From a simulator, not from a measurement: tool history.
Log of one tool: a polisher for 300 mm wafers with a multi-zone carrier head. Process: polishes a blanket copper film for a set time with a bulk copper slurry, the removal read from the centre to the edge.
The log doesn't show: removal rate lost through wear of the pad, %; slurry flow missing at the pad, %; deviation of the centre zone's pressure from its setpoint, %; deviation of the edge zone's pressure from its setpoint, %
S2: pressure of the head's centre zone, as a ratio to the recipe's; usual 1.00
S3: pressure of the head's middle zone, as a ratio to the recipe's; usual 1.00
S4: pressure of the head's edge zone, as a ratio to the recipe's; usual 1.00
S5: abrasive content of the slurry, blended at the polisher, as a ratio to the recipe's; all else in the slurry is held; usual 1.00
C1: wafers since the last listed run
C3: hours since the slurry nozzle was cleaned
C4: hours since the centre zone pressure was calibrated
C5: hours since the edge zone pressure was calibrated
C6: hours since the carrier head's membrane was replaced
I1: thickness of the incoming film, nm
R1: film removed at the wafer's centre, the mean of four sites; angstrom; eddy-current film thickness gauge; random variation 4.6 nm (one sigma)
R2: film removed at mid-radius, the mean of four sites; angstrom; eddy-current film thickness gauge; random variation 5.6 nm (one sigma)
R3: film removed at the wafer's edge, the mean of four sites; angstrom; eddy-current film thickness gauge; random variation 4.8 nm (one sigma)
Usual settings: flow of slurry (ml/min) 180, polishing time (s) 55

{"run": 1, "hour": 0.0, "flow of slurry (ml/min)": 180, "S2": 0.94, "S3": 1.0, "S4": 1.0, "S5": 1.0, "polishing time (s)": 55, "C1": 0, "wafers polished on this pad": 2022, "C3": 186.9, "C4": 192.7, "C5": 135.4, "C6": 118.3, "I1": 3423.0, "R1": 6423, "R2": 6581, "R3": 6865}
{"hour": 67.8, "done": "worn pad replaced by a new one"}
{"run": 2, "hour": 71.2, "flow of slurry (ml/min)": 180, "S2": 0.94, "S3": 1.0, "S4": 1.0, "S5": 1.0, "polishing time (s)": 55, "C1": 700, "wafers polished on this pad": 35, "C3": 258.1, "C4": 263.9, "C5": 206.6, "C6": 189.5, "I1": 3450.6, "R1": 6187, "R2": 6486, "R3": 6659}
{"run": 3, "hour": 125.5, "flow of slurry (ml/min)": 180, "S2": 1.0, "S3": 0.96, "S4": 1.0, "S5": 1.0, "polishing time (s)": 55, "C1": 565, "wafers polished on this pad": 601, "C3": 312.4, "C4": 318.2, "C5": 260.9, "C6": 243.8, "I1": 3438.3, "R1": 6458, "R2": 6147, "R3": 6711}
{"hour": 134.9, "done": "slurry nozzle cleaned"}
{"run": 4, "hour": 171.2, "flow of slurry (ml/min)": 180, "S2": 1.0, "S3": 1.0, "S4": 1.0, "S5": 1.0, "polishing time (s)": 55, "C1": 465, "wafers polished on this pad": 1066, "C3": 36.3, "C4": 363.9, "C5": 306.6, "C6": 289.5, "I1": 3463.4, "R1": 6993, "R2": 6958, "R3": 7084}
{"run": 5, "hour": 232.8, "flow of slurry (ml/min)": 180, "S2": 1.0, "S3": 1.0, "S4": 1.09, "S5": 1.0, "polishing time (s)": 55, "C1": 641, "wafers polished on this pad": 1708, "C3": 97.9, "C4": 425.5, "C5": 368.2, "C6": 351.1, "I1": 3494.6, "R1": 6895, "R2": 6808, "R3": 7392}
{"run": 6, "hour": 268.0, "flow of slurry (ml/min)": 230, "S2": 1.0, "S3": 1.0, "S4": 1.06, "S5": 1.15, "polishing time (s)": 55, "C1": 366, "wafers polished on this pad": 2075, "C3": 133.1, "C4": 460.7, "C5": 403.4, "C6": 386.3, "I1": 3430.2, "R1": 7321, "R2": 7189, "R3": 7527}
{"run": 7, "hour": 300.3, "flow of slurry (ml/min)": 195, "S2": 0.92, "S3": 1.0, "S4": 1.0, "S5": 1.0, "polishing time (s)": 55, "C1": 336, "wafers polished on this pad": 2412, "C3": 165.4, "C4": 493.0, "C5": 435.7, "C6": 418.6, "I1": 3465.1, "R1": 6491, "R2": 6870, "R3": 7018}
{"run": 8, "hour": 333.9, "flow of slurry (ml/min)": 180, "S2": 1.0, "S3": 1.0, "S4": 1.0, "S5": 1.0, "polishing time (s)": 67, "C1": 350, "wafers polished on this pad": 2762, "C3": 199.0, "C4": 526.6, "C5": 469.3, "C6": 452.2, "I1": 3390.2, "R1": 8200, "R2": 8147, "R3": 8282}
{"hour": 370.8, "done": "worn pad replaced by a new one"}
{"run": 9, "hour": 389.6, "flow of slurry (ml/min)": 180, "S2": 1.0, "S3": 1.0, "S4": 1.0, "S5": 1.0, "polishing time (s)": 55, "C1": 538, "wafers polished on this pad": 196, "C3": 254.7, "C4": 582.3, "C5": 525.0, "C6": 507.9, "I1": 3456.9, "R1": 6641, "R2": 6635, "R3": 6793}
{"hour": 425.3, "done": "slurry nozzle cleaned"}
{"run": 10, "hour": 438.6, "flow of slurry (ml/min)": 140, "S2": 1.0, "S3": 1.0, "S4": 1.0, "S5": 0.7, "polishing time (s)": 55, "C1": 500, "wafers polished on this pad": 696, "C3": 13.3, "C4": 631.3, "C5": 574.0, "C6": 556.9, "I1": 3360.9, "R1": 6193, "R2": 6171, "R3": 6477}
{"hour": 447.4, "done": "centre zone pressure recalibrated"}
{"run": 11, "hour": 463.7, "flow of slurry (ml/min)": 180, "S2": 1.0, "S3": 1.09, "S4": 1.0, "S5": 1.0, "polishing time (s)": 63, "C1": 240, "wafers polished on this pad": 937, "C3": 38.4, "C4": 16.3, "C5": 599.1, "C6": 582.0, "I1": 3463.3, "R1": 7964, "R2": 8475, "R3": 8021}
{"run": 12, "hour": 498.3, "flow of slurry (ml/min)": 180, "S2": 1.0, "S3": 1.04, "S4": 1.08, "S5": 1.0, "polishing time (s)": 39, "C1": 360, "wafers polished on this pad": 1297, "C3": 73.0, "C4": 50.9, "C5": 633.7, "C6": 616.6, "I1": 3399.9, "R1": 4890, "R2": 4992, "R3": 5109}
{"run": 13, "hour": 525.2, "flow of slurry (ml/min)": 200, "S2": 0.94, "S3": 1.0, "S4": 1.0, "S5": 1.0, "polishing time (s)": 55, "C1": 280, "wafers polished on this pad": 1577, "C3": 99.9, "C4": 77.8, "C5": 660.6, "C6": 643.5, "I1": 3434.1, "R1": 6617, "R2": 6842, "R3": 6996}
{"hour": 575.4, "done": "carrier head's membrane replaced by a new one"}
{"run": 14, "hour": 582.9, "flow of slurry (ml/min)": 180, "S2": 1.0, "S3": 1.0, "S4": 1.0, "S5": 1.0, "polishing time (s)": 55, "C1": 549, "wafers polished on this pad": 2127, "C3": 157.6, "C4": 135.5, "C5": 718.3, "C6": 7.5, "I1": 3405.5, "R1": 6711, "R2": 6775, "R3": 6897}
{"run": 15, "hour": 610.6, "flow of slurry (ml/min)": 180, "S2": 1.0, "S3": 0.9, "S4": 0.89, "S5": 1.0, "polishing time (s)": 55, "C1": 288, "wafers polished on this pad": 2415, "C3": 185.3, "C4": 163.2, "C5": 746.0, "C6": 35.2, "I1": 3398.6, "R1": 6663, "R2": 6142, "R3": 6548}
{"run": 16, "hour": 637.1, "flow of slurry (ml/min)": 180, "S2": 1.0, "S3": 1.06, "S4": 1.0, "S5": 1.0, "polishing time (s)": 69, "C1": 276, "wafers polished on this pad": 2691, "C3": 211.8, "C4": 189.7, "C5": 772.5, "C6": 61.7, "I1": 3429.6, "R1": 8346, "R2": 8656, "R3": 8634}
{"hour": 646.3, "done": "worn pad replaced by a new one"}
{"run": 17, "hour": 687.1, "flow of slurry (ml/min)": 240, "S2": 1.0, "S3": 1.0, "S4": 1.0, "S5": 1.0, "polishing time (s)": 60, "C1": 479, "wafers polished on this pad": 424, "C3": 261.8, "C4": 239.7, "C5": 822.5, "C6": 111.7, "I1": 3417.7, "R1": 7648, "R2": 7581, "R3": 7698}
{"hour": 718.1, "done": "slurry nozzle cleaned"}
{"run": 18, "hour": 757.3, "flow of slurry (ml/min)": 205, "S2": 1.0, "S3": 1.0, "S4": 1.0, "S5": 1.0, "polishing time (s)": 55, "C1": 721, "wafers polished on this pad": 1145, "C3": 39.2, "C4": 309.9, "C5": 892.7, "C6": 181.9, "I1": 3408.3, "R1": 7107, "R2": 6979, "R3": 7193}
{"run": 19, "hour": 811.8, "flow of slurry (ml/min)": 180, "S2": 1.0, "S3": 0.88, "S4": 1.0, "S5": 1.0, "polishing time (s)": 55, "C1": 567, "wafers polished on this pad": 1713, "C3": 93.7, "C4": 364.4, "C5": 947.2, "C6": 236.4, "I1": 3414.7, "R1": 6873, "R2": 6167, "R3": 7058}
{"run": 20, "hour": 850.6, "flow of slurry (ml/min)": 180, "S2": 1.0, "S3": 1.0, "S4": 1.0, "S5": 1.0, "polishing time (s)": 55, "C1": 404, "wafers polished on this pad": 2118, "C3": 132.5, "C4": 403.2, "C5": 986.0, "C6": 275.2, "I1": 3450.1, "R1": 6875, "R2": 6708, "R3": 7050}

Forecast each of these 5 alternatives for the next run:
{"run": "A", "hour": 851.0, "flow of slurry (ml/min)": 180, "S2": 1.0, "S3": 1.0, "S4": 1.0, "S5": 0.8, "polishing time (s)": 55, "C1": 4, "wafers polished on this pad": 2122, "C3": 132.9, "C4": 403.6, "C5": 986.4, "C6": 275.6, "I1": 3377.5, "R1": "?", "R2": "?", "R3": "?"}
{"run": "B", "hour": 851.0, "flow of slurry (ml/min)": 180, "S2": 0.91, "S3": 1.07, "S4": 1.0, "S5": 1.15, "polishing time (s)": 55, "C1": 4, "wafers polished on this pad": 2122, "C3": 132.9, "C4": 403.6, "C5": 986.4, "C6": 275.6, "I1": 3377.5, "R1": "?", "R2": "?", "R3": "?"}
{"run": "C", "hour": 851.0, "flow of slurry (ml/min)": 180, "S2": 1.0, "S3": 1.0, "S4": 0.89, "S5": 1.0, "polishing time (s)": 55, "C1": 4, "wafers polished on this pad": 2122, "C3": 132.9, "C4": 403.6, "C5": 986.4, "C6": 275.6, "I1": 3377.5, "R1": "?", "R2": "?", "R3": "?"}
{"run": "D", "hour": 851.0, "flow of slurry (ml/min)": 150, "S2": 0.95, "S3": 1.0, "S4": 1.07, "S5": 1.0, "polishing time (s)": 41, "C1": 4, "wafers polished on this pad": 2122, "C3": 132.9, "C4": 403.6, "C5": 986.4, "C6": 275.6, "I1": 3377.5, "R1": "?", "R2": "?", "R3": "?"}
{"run": "E", "hour": 851.0, "flow of slurry (ml/min)": 180, "S2": 1.0, "S3": 0.89, "S4": 1.05, "S5": 1.0, "polishing time (s)": 55, "C1": 4, "wafers polished on this pad": 2122, "C3": 132.9, "C4": 403.6, "C5": 986.4, "C6": 275.6, "I1": 3377.5, "R1": "?", "R2": "?", "R3": "?"}

run=A R1=6602 R2=6566 R3=6652
run=B R1=6530 R2=7439 R3=7106
run=C R1=6875 R2=6839 R3=6569
run=D R1=4739 R2=4940 R3=5214
run=E R1=6870 R2=6202 R3=7100
Without the tool's hidden state the same runs would have given:
run=A R1=6791 R2=6733 R3=6775
run=B R1=6717 R2=7629 R3=7238
run=C R1=7072 R2=7013 R3=6691
run=D R1=4898 R2=5087 R3=5325
run=E R1=7066 R2=6360 R3=7231
